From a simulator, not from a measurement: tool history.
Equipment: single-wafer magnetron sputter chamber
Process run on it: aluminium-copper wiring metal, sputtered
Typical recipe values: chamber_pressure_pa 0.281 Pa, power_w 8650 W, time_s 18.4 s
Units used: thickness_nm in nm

run	hour	chamber_pressure_pa	power_w	time_s	wafers since the last listed run	wafers on the sputter target	hours since the last manometer calibration	hours since the magnet pack was replaced	hours since the gauge calibration	read-back reference wafer on the same gauge, thickness_nm	thickness_nm
1	0	0.281	7700	18.4	0	62	1617.2	10150.8	442	294.035	261.932
2	25.2	0.281	8650	18.4	724	787	1642.4	10176	467.2	293.874	292.365
3	49.6	0.281	8650	18.4	701	1488	1666.8	10200.4	491.6	293.986	291.94
4	66.2	0.197	8650	18.4	477	1966	1683.4	10217	508.2	294.036	300.888
5	99.7	0.197	8650	18.4	963	2929	1716.9	10250.5	541.7	294.372	302.124
# hour 123.7: sputter target and shields replaced
6	132.7	0.281	8650	18.4	718	259	1749.9	10283.5	574.7	293.979	292.584
7	149.2	0.281	8650	18.4	474	733	1766.4	10300	591.2	293.714	292.288
8	174.1	0.281	8650	18.4	715	1449	1791.3	10324.9	616.1	293.846	292.822
9	189.2	0.281	8650	18.4	434	1883	1806.4	10340	631.2	294.153	291.643
# hour 201: gauge calibrated
10	202.9	0.281	8650	18.4	393	2277	1820.1	10353.7	1.9	294.341	291.681
11	217.4	0.281	8650	18.4	416	2694	1834.6	10368.2	16.4	293.921	292.239
12	233.9	0.281	8650	18.4	474	3168	1851.1	10384.7	32.9	293.994	292.092
# hour 250.2: sputter target and shields replaced
# hour 258.4: capacitance manometer re-zeroed and calibrated
13	268.4	0.281	8650	18.4	531	293	10	10419.2	67.4	294.218	286.6
14	290.9	0.281	7850	18.4	646	940	32.5	10441.7	89.9	294.221	261.413
15	321.2	0.281	8650	20.9	871	1811	62.8	10472	120.2	293.916	325.385
# hour 332.6: magnet pack replaced
16	333.3	0.375	8650	18.4	117	1929	74.9	0.7	132.3	294.072	275.681
17	347	0.281	8650	18.4	393	2322	88.6	14.4	146	293.962	287.294
# hour 376.8: sputter target and shields replaced
18	377.7	0.281	7400	18.4	652	25	119.3	45.1	176.7	294.151	249.099
19	393.7	0.281	7600	18.4	460	485	135.3	61.1	192.7	293.993	254.636
20	417.1	0.225	10500	15.4	672	1158	158.7	84.5	216.1	294.064	297.015
21	439.9	0.281	8650	15	655	1813	181.5	107.3	238.9	294.058	235.043
22	471	0.281	8650	21.4	894	2707	212.6	138.4	270	293.811	336.172
# hour 498.9: sputter target and shields replaced
23	500.8	0.281	8650	18.4	626	53	242.4	168.2	299.8	294.033	289.316
24	524.9	0.31	8650	18.4	692	746	266.5	192.3	323.9	294.055	285.023
25	538.8	0.184	7600	18.4	399	1146	280.4	206.2	337.8	294.164	266.634
26	566.9	0.175	6750	15.5	807	1954	308.5	234.3	365.9	293.978	202.175
27	599.6	0.281	8650	18.4	940	2894	341.2	267	398.6	293.628	288.592

5 options for the next run, each taken on its own from the tool as it stands now. Forecast them:
A	600	0.321	8650	18.4	11	2905	341.6	267.4	399	?	?
B	600	0.341	8650	18.4	11	2905	341.6	267.4	399	?	?
C	600	0.281	8650	17.2	11	2905	341.6	267.4	399	?	?
D	600	0.177	9400	16.5	11	2905	341.6	267.4	399	?	?
E	600	0.209	10600	15.1	11	2905	341.6	267.4	399	?	?

run	read-back reference wafer on the same gauge, thickness_nm	thickness_nm
A	294.005	284.01
B	294.005	281.616
C	294.005	270.041
D	294.005	293.126
E	294.005	296.669
The same runs, with their run-to-run variation unchanged, on a tool lacking any hidden condition would have given:
run	thickness_nm
A	281.703
B	279.216
C	268.068
D	291.62
E	294.944
